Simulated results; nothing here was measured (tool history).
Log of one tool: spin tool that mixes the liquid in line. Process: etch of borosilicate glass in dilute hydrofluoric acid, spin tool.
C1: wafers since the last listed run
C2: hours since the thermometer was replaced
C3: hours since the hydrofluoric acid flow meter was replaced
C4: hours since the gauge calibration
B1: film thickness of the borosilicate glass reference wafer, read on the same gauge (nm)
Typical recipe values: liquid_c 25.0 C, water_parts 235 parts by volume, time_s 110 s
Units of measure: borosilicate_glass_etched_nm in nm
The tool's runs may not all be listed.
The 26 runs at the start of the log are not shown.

run 27 hour=1464.7 | liquid_c=25.0 water_parts=235 time_s=110 | C1=244 C2=290.0 C3=888.7 C4=768.5 | B1=99.99 | borosilicate_glass_etched_nm=22.25
-- hour=1511.7 hydrofluoric acid flow meter replaced
run 28 hour=1524.1 | liquid_c=28.5 water_parts=135 time_s=130 | C1=352 C2=349.4 C3=12.4 C4=827.9 | B1=99.97 | borosilicate_glass_etched_nm=61.14
run 29 hour=1576.5 | liquid_c=25.0 water_parts=235 time_s=110 | C1=316 C2=401.8 C3=64.8 C4=880.3 | B1=99.95 | borosilicate_glass_etched_nm=23.90
run 30 hour=1648.2 | liquid_c=27.0 water_parts=235 time_s=110 | C1=432 C2=473.5 C3=136.5 C4=952.0 | B1=100.00 | borosilicate_glass_etched_nm=25.25
run 31 hour=1689.1 | liquid_c=25.0 water_parts=320 time_s=140 | C1=246 C2=514.4 C3=177.4 C4=992.9 | B1=99.98 | borosilicate_glass_etched_nm=20.46
-- hour=1699.9 thermometer replaced
run 32 hour=1727.3 | liquid_c=29.0 water_parts=135 time_s=160 | C1=224 C2=27.4 C3=215.6 C4=1031.1 | B1=99.99 | borosilicate_glass_etched_nm=74.92
run 33 hour=1788.6 | liquid_c=22.0 water_parts=200 time_s=55 | C1=369 C2=88.7 C3=276.9 C4=1092.4 | B1=100.01 | borosilicate_glass_etched_nm=12.34
run 34 hour=1852.1 | liquid_c=28.0 water_parts=280 time_s=110 | C1=383 C2=152.2 C3=340.4 C4=1155.9 | B1=99.98 | borosilicate_glass_etched_nm=20.16

Here are 3 independent what-if runs from the current tool condition. What would each one return?
run A hour=1852.5 | liquid_c=25.0 water_parts=235 time_s=110 | C1=2 C2=152.6 C3=340.8 C4=1156.3 | B1=? | borosilicate_glass_etched_nm=?
run B hour=1852.5 | liquid_c=25.0 water_parts=175 time_s=140 | C1=2 C2=152.6 C3=340.8 C4=1156.3 | B1=? | borosilicate_glass_etched_nm=?
run C hour=1852.5 | liquid_c=29.0 water_parts=155 time_s=110 | C1=2 C2=152.6 C3=340.8 C4=1156.3 | B1=? | borosilicate_glass_etched_nm=?

run=A B1=99.98 borosilicate_glass_etched_nm=23.00
run=B B1=99.98 borosilicate_glass_etched_nm=42.03
run=C B1=99.98 borosilicate_glass_etched_nm=44.22
With no hidden state in the tool, these same runs would have given:
run=A borosilicate_glass_etched_nm=23.29
run=B borosilicate_glass_etched_nm=42.50
run=C borosilicate_glass_etched_nm=44.72
